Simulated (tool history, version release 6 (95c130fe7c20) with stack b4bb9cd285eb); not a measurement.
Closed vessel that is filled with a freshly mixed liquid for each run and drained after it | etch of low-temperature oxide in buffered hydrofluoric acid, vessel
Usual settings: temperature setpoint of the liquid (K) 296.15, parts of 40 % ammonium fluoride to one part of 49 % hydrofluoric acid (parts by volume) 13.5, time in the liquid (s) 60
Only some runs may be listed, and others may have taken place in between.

| run | hour | temperature setpoint of the liquid (K) | parts of 40 % ammonium fluoride to one part of 49 % hydrofluoric acid (parts by volume) | time in the liquid (s) | wafers since the last listed run | hours since the thermometer was replaced | hours since the hydrofluoric acid flow meter was replaced | hours since the gauge calibration | read-back film thickness of the low-temperature oxide reference wafer, read on the same gauge (nm) | thickness taken off the low-temperature oxide on a monitor wafer (nm) |
|---|---|---|---|---|---|---|---|---|---|---|
| 1 | 0 | 296.15 | 13.5 | 60 | 0 | 1708.7 | 9.5 | 364.3 | 70 | 265.79 |
| 2 | 67.4 | 296.15 | 13.5 | 60 | 6125 | 1776.1 | 76.9 | 431.7 | 70.03 | 266.49 |
| 3 | 149.4 | 296.15 | 13.5 | 60 | 7452 | 1858.1 | 158.9 | 513.7 | 69.99 | 267.86 |
| 4 | 213.3 | 296.15 | 13.5 | 60 | 5807 | 1922 | 222.8 | 577.6 | 70 | 267.54 |
| 5 | 310.8 | 296.15 | 13.5 | 60 | 8861 | 2019.5 | 320.3 | 675.1 | 69.99 | 270.85 |
| 6 | 347.4 | 296.15 | 13.5 | 60 | 3326 | 2056.1 | 356.9 | 711.7 | 69.99 | 269.4 |
| 7 | 424.5 | 296.15 | 13.5 | 60 | 7007 | 2133.2 | 434 | 788.8 | 69.99 | 270.63 |
| 8 | 481.9 | 295.15 | 11 | 60 | 5216 | 2190.6 | 491.4 | 846.2 | 70 | 314.16 |
| 9 | 544.4 | 295.15 | 11 | 60 | 5680 | 2253.1 | 553.9 | 908.7 | 69.98 | 313.61 |
| 10 | 649 | 296.15 | 13.5 | 60 | 9506 | 2357.7 | 658.5 | 1013.3 | 70.02 | 269.59 |
| 11 | 685.1 | 296.15 | 13.5 | 60 | 3280 | 2393.8 | 694.6 | 1049.4 | 69.98 | 272.36 |
| 12 | 729.8 | 296.15 | 13.5 | 60 | 4062 | 2438.5 | 739.3 | 1094.1 | 70.01 | 270.63 |
| 13 | 782.3 | 300.15 | 10 | 40 | 4771 | 2491 | 791.8 | 1146.6 | 70.01 | 301.74 |
| 14 | 848.8 | 292.15 | 16.5 | 75 | 6043 | 2557.5 | 858.3 | 1213.1 | 70.01 | 223.69 |
| 15 | 941 | 296.15 | 13.5 | 60 | 8379 | 2649.7 | 950.5 | 1305.3 | 69.98 | 272.92 |
| 16 | 1048.8 | 296.15 | 13.5 | 60 | 9797 | 2757.5 | 1058.3 | 1413.1 | 69.99 | 273.19 |
| 17 | 1087.1 | 292.65 | 9.5 | 40 | 3480 | 2795.8 | 1096.6 | 1451.4 | 69.99 | 206.93 |
|  | 1107.6 | gauge calibrated |
| 18 | 1143.7 | 296.15 | 19 | 60 | 5143 | 2852.4 | 1153.2 | 36.1 | 69.99 | 197.38 |
| 19 | 1181.2 | 291.65 | 19 | 70 | 3408 | 2889.9 | 1190.7 | 73.6 | 70 | 177.74 |
| 20 | 1237.1 | 296.15 | 16 | 35 | 5080 | 2945.8 | 1246.6 | 129.5 | 69.97 | 136.21 |

The next listed run, before its measurement:
|  | 1246.7 | hydrofluoric acid flow meter replaced |
|  | 1250.8 | thermometer replaced |
| 21 | 1285.1 | 296.15 | 13.5 | 60 | 4180 | 34.3 | 38.4 | 177.5 | ? | ? |

{"run 21": {"read-back film thickness of the low-temperature oxide reference wafer, read on the same gauge (nm)": 70.03, "thickness taken off the low-temperature oxide on a monitor wafer (nm)": 268.32}}
With no hidden state in the tool, this same run would have given thickness taken off the low-temperature oxide on a monitor wafer (nm) 267.03.

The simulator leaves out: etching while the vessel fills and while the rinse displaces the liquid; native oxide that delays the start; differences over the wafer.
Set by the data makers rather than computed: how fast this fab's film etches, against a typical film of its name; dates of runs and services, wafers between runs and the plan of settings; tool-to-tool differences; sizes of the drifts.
